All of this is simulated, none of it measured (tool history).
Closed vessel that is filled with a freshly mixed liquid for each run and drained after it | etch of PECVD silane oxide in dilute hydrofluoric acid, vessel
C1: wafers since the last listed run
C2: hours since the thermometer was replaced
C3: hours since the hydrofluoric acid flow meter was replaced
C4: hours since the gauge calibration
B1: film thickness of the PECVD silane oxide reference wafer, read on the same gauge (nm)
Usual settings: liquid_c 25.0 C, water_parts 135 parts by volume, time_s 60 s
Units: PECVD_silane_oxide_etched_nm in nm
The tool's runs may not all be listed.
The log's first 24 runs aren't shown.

run 25 hour=616.1 | liquid_c=29.0 water_parts=180 time_s=40 | C1=4139 C2=110.6 C3=76.3 C4=457.4 | B1=60.01 | PECVD_silane_oxide_etched_nm=7.01
run 26 hour=646.4 | liquid_c=22.5 water_parts=105 time_s=60 | C1=3956 C2=140.9 C3=106.6 C4=487.7 | B1=60.01 | PECVD_silane_oxide_etched_nm=15.67
run 27 hour=678.1 | liquid_c=29.5 water_parts=135 time_s=50 | C1=4139 C2=172.6 C3=138.3 C4=519.4 | B1=59.95 | PECVD_silane_oxide_etched_nm=12.72
run 28 hour=703.5 | liquid_c=26.5 water_parts=135 time_s=60 | C1=3316 C2=198.0 C3=163.7 C4=544.8 | B1=60.02 | PECVD_silane_oxide_etched_nm=13.68
run 29 hour=732.9 | liquid_c=26.5 water_parts=135 time_s=30 | C1=3839 C2=227.4 C3=193.1 C4=574.2 | B1=59.98 | PECVD_silane_oxide_etched_nm=6.91
run 30 hour=749.4 | liquid_c=25.0 water_parts=135 time_s=60 | C1=2154 C2=243.9 C3=209.6 C4=590.7 | B1=60.03 | PECVD_silane_oxide_etched_nm=13.02
run 31 hour=773.8 | liquid_c=29.0 water_parts=70 time_s=45 | C1=3186 C2=268.3 C3=234.0 C4=615.1 | B1=59.99 | PECVD_silane_oxide_etched_nm=23.70
run 32 hour=795.0 | liquid_c=27.5 water_parts=75 time_s=85 | C1=2768 C2=289.5 C3=255.2 C4=636.3 | B1=60.02 | PECVD_silane_oxide_etched_nm=38.98

5 ways to go on from here, each from the tool as it stands after run 32. What would each give?
run A hour=795.7 | liquid_c=25.0 water_parts=100 time_s=60 | C1=91 C2=290.2 C3=255.9 C4=637.0 | B1=? | PECVD_silane_oxide_etched_nm=?
run B hour=795.7 | liquid_c=27.0 water_parts=175 time_s=80 | C1=91 C2=290.2 C3=255.9 C4=637.0 | B1=? | PECVD_silane_oxide_etched_nm=?
run C hour=795.7 | liquid_c=20.5 water_parts=135 time_s=60 | C1=91 C2=290.2 C3=255.9 C4=637.0 | B1=? | PECVD_silane_oxide_etched_nm=?
run D hour=795.7 | liquid_c=22.0 water_parts=80 time_s=30 | C1=91 C2=290.2 C3=255.9 C4=637.0 | B1=? | PECVD_silane_oxide_etched_nm=?
run E hour=795.7 | liquid_c=22.5 water_parts=90 time_s=60 | C1=91 C2=290.2 C3=255.9 C4=637.0 | B1=? | PECVD_silane_oxide_etched_nm=?

run=A B1=60.01 PECVD_silane_oxide_etched_nm=18.11
run=B B1=60.01 PECVD_silane_oxide_etched_nm=13.56
run=C B1=60.01 PECVD_silane_oxide_etched_nm=10.78
run=D B1=60.01 PECVD_silane_oxide_etched_nm=10.30
run=E B1=60.01 PECVD_silane_oxide_etched_nm=18.45
Without the tool's hidden state the same runs would have given:
run=A PECVD_silane_oxide_etched_nm=17.66
run=B PECVD_silane_oxide_etched_nm=13.24
run=C PECVD_silane_oxide_etched_nm=10.51
run=D PECVD_silane_oxide_etched_nm=10.03
run=E PECVD_silane_oxide_etched_nm=17.98
